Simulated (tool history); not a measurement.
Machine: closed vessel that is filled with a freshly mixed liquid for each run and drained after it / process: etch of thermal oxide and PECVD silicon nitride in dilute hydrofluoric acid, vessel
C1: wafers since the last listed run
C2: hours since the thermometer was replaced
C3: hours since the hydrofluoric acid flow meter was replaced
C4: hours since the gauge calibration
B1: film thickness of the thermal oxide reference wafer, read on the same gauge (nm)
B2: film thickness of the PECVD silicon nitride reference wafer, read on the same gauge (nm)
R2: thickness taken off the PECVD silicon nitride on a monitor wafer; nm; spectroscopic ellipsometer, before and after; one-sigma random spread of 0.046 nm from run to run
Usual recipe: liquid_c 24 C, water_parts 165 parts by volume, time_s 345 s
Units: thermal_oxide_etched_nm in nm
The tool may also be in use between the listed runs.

{"run": 1, "hour": 0.0, "liquid_c": 24, "water_parts": 165, "time_s": 345, "C1": 0, "C2": 39.5, "C3": 614.3, "C4": 1966.3, "B1": 59.99, "B2": 140.02, "thermal_oxide_etched_nm": 10.69, "R2": 7.97}
{"run": 2, "hour": 47.7, "liquid_c": 24, "water_parts": 165, "time_s": 345, "C1": 2927, "C2": 87.2, "C3": 662, "C4": 2014, "B1": 59.98, "B2": 140.01, "thermal_oxide_etched_nm": 10.72, "R2": 8.03}
{"hour": 49.2, "done": "gauge calibrated"}
{"run": 3, "hour": 103.8, "liquid_c": 24, "water_parts": 165, "time_s": 210, "C1": 3442, "C2": 143.3, "C3": 718.1, "C4": 54.6, "B1": 59.97, "B2": 139.99, "thermal_oxide_etched_nm": 6.55, "R2": 4.87}
{"run": 4, "hour": 209.8, "liquid_c": 24, "water_parts": 165, "time_s": 210, "C1": 6505, "C2": 249.3, "C3": 824.1, "C4": 160.6, "B1": 59.99, "B2": 140.01, "thermal_oxide_etched_nm": 6.52, "R2": 4.91}
{"hour": 282.6, "done": "hydrofluoric acid flow meter replaced"}
{"run": 5, "hour": 292.1, "liquid_c": 24, "water_parts": 165, "time_s": 345, "C1": 4989, "C2": 331.6, "C3": 9.5, "C4": 242.9, "B1": 59.98, "B2": 140.02, "thermal_oxide_etched_nm": 10.49, "R2": 7.95}
{"run": 6, "hour": 344.9, "liquid_c": 24, "water_parts": 165, "time_s": 345, "C1": 3240, "C2": 384.4, "C3": 62.3, "C4": 295.7, "B1": 60.03, "B2": 139.99, "thermal_oxide_etched_nm": 10.47, "R2": 7.9}
{"run": 7, "hour": 415.6, "liquid_c": 21, "water_parts": 165, "time_s": 345, "C1": 4338, "C2": 455.1, "C3": 133, "C4": 366.4, "B1": 59.99, "B2": 140, "thermal_oxide_etched_nm": 9.4, "R2": 6.51}
{"run": 8, "hour": 482.4, "liquid_c": 21, "water_parts": 205, "time_s": 535, "C1": 4099, "C2": 521.9, "C3": 199.8, "C4": 433.2, "B1": 59.99, "B2": 139.99, "thermal_oxide_etched_nm": 11.26, "R2": 8.23}
{"run": 9, "hour": 578.8, "liquid_c": 24, "water_parts": 165, "time_s": 345, "C1": 5915, "C2": 618.3, "C3": 296.2, "C4": 529.6, "B1": 60, "B2": 139.97, "thermal_oxide_etched_nm": 10.61, "R2": 8.02}
{"run": 10, "hour": 668.0, "liquid_c": 28, "water_parts": 165, "time_s": 345, "C1": 5474, "C2": 707.5, "C3": 385.4, "C4": 618.8, "B1": 60.02, "B2": 140.01, "thermal_oxide_etched_nm": 12.34, "R2": 10.35}
{"run": 11, "hour": 739.6, "liquid_c": 24, "water_parts": 165, "time_s": 265, "C1": 4394, "C2": 779.1, "C3": 457, "C4": 690.4, "B1": 60.01, "B2": 140.02, "thermal_oxide_etched_nm": 8.23, "R2": 6.23}
{"run": 12, "hour": 823.1, "liquid_c": 24, "water_parts": 165, "time_s": 345, "C1": 5124, "C2": 862.6, "C3": 540.5, "C4": 773.9, "B1": 59.98, "B2": 140, "thermal_oxide_etched_nm": 10.77, "R2": 8.14}
{"run": 13, "hour": 870.1, "liquid_c": 24, "water_parts": 165, "time_s": 550, "C1": 2884, "C2": 909.6, "C3": 587.5, "C4": 820.9, "B1": 59.99, "B2": 140, "thermal_oxide_etched_nm": 17.24, "R2": 13.12}
{"run": 14, "hour": 968.1, "liquid_c": 24, "water_parts": 205, "time_s": 170, "C1": 6014, "C2": 1007.6, "C3": 685.5, "C4": 918.9, "B1": 60, "B2": 140, "thermal_oxide_etched_nm": 4.15, "R2": 3.29}
{"run": 15, "hour": 1024.3, "liquid_c": 24, "water_parts": 140, "time_s": 400, "C1": 3448, "C2": 1063.8, "C3": 741.7, "C4": 975.1, "B1": 60, "B2": 140, "thermal_oxide_etched_nm": 15.42, "R2": 11.43}
{"run": 16, "hour": 1119.2, "liquid_c": 24, "water_parts": 165, "time_s": 550, "C1": 5823, "C2": 1158.7, "C3": 836.6, "C4": 1070, "B1": 60.02, "B2": 140, "thermal_oxide_etched_nm": 17.58, "R2": 13.26}
{"hour": 1158.6, "done": "hydrofluoric acid flow meter replaced"}
{"run": 17, "hour": 1198.2, "liquid_c": 24, "water_parts": 135, "time_s": 535, "C1": 4786, "C2": 1237.7, "C3": 39.6, "C4": 1149, "B1": 59.99, "B2": 140.02, "thermal_oxide_etched_nm": 21.02, "R2": 15.39}
{"run": 18, "hour": 1291.5, "liquid_c": 24, "water_parts": 100, "time_s": 345, "C1": 5725, "C2": 1331, "C3": 132.9, "C4": 1242.3, "B1": 59.99, "B2": 139.98, "thermal_oxide_etched_nm": 19.06, "R2": 13.43}
{"run": 19, "hour": 1388.4, "liquid_c": 27, "water_parts": 105, "time_s": 345, "C1": 5946, "C2": 1427.9, "C3": 229.8, "C4": 1339.2, "B1": 60.02, "B2": 139.97, "thermal_oxide_etched_nm": 20.57, "R2": 15.73}
{"run": 20, "hour": 1432.2, "liquid_c": 27.5, "water_parts": 100, "time_s": 430, "C1": 2687, "C2": 1471.7, "C3": 273.6, "C4": 1383, "B1": 59.99, "B2": 140.01, "thermal_oxide_etched_nm": 27.71, "R2": 21.26}
{"run": 21, "hour": 1501.0, "liquid_c": 26.5, "water_parts": 190, "time_s": 495, "C1": 4222, "C2": 1540.5, "C3": 342.4, "C4": 1451.8, "B1": 60, "B2": 139.99, "thermal_oxide_etched_nm": 14.49, "R2": 12.17}
{"run": 22, "hour": 1539.1, "liquid_c": 25.5, "water_parts": 200, "time_s": 270, "C1": 2338, "C2": 1578.6, "C3": 380.5, "C4": 1489.9, "B1": 59.99, "B2": 139.99, "thermal_oxide_etched_nm": 7.1, "R2": 5.94}
{"run": 23, "hour": 1632.9, "liquid_c": 24, "water_parts": 165, "time_s": 345, "C1": 5756, "C2": 1672.4, "C3": 474.3, "C4": 1583.7, "B1": 60, "B2": 140, "thermal_oxide_etched_nm": 11.03, "R2": 8.44}
{"run": 24, "hour": 1728.0, "liquid_c": 28, "water_parts": 120, "time_s": 410, "C1": 5836, "C2": 1767.5, "C3": 569.4, "C4": 1678.8, "B1": 60, "B2": 140, "thermal_oxide_etched_nm": 22.11, "R2": 17.91}
{"run": 25, "hour": 1827.1, "liquid_c": 24, "water_parts": 110, "time_s": 430, "C1": 6081, "C2": 1866.6, "C3": 668.5, "C4": 1777.9, "B1": 59.99, "B2": 140.02, "thermal_oxide_etched_nm": 22.28, "R2": 15.98}

4 ways to go on from here, each from the tool as it stands after run 25. What would each give?
{"run": "A", "hour": 1827.8, "liquid_c": 20, "water_parts": 165, "time_s": 345, "C1": 42, "C2": 1867.3, "C3": 669.2, "C4": 1778.6, "B1": "?", "B2": "?", "thermal_oxide_etched_nm": "?", "R2": "?"}
{"run": "B", "hour": 1827.8, "liquid_c": 26.5, "water_parts": 210, "time_s": 525, "C1": 42, "C2": 1867.3, "C3": 669.2, "C4": 1778.6, "B1": "?", "B2": "?", "thermal_oxide_etched_nm": "?", "R2": "?"}
{"run": "C", "hour": 1827.8, "liquid_c": 20, "water_parts": 115, "time_s": 150, "C1": 42, "C2": 1867.3, "C3": 669.2, "C4": 1778.6, "B1": "?", "B2": "?", "thermal_oxide_etched_nm": "?", "R2": "?"}
{"run": "D", "hour": 1827.8, "liquid_c": 27, "water_parts": 85, "time_s": 470, "C1": 42, "C2": 1867.3, "C3": 669.2, "C4": 1778.6, "B1": "?", "B2": "?", "thermal_oxide_etched_nm": "?", "R2": "?"}

run=A B1=60.01 B2=140.01 thermal_oxide_etched_nm=9.56 R2=6.63
run=B B1=60.01 B2=140.01 thermal_oxide_etched_nm=13.87 R2=12
run=C B1=60.01 B2=140.01 thermal_oxide_etched_nm=6.29 R2=4.11
run=D B1=60.01 B2=140.01 thermal_oxide_etched_nm=36.46 R2=27.46
The same runs, with their run-to-run variation unchanged, on a tool lacking any hidden condition would have given:
run=A thermal_oxide_etched_nm=8.85 R2=5.97
run=B thermal_oxide_etched_nm=12.87 R2=10.86
run=C thermal_oxide_etched_nm=5.82 R2=3.69
run=D thermal_oxide_etched_nm=33.81 R2=24.77

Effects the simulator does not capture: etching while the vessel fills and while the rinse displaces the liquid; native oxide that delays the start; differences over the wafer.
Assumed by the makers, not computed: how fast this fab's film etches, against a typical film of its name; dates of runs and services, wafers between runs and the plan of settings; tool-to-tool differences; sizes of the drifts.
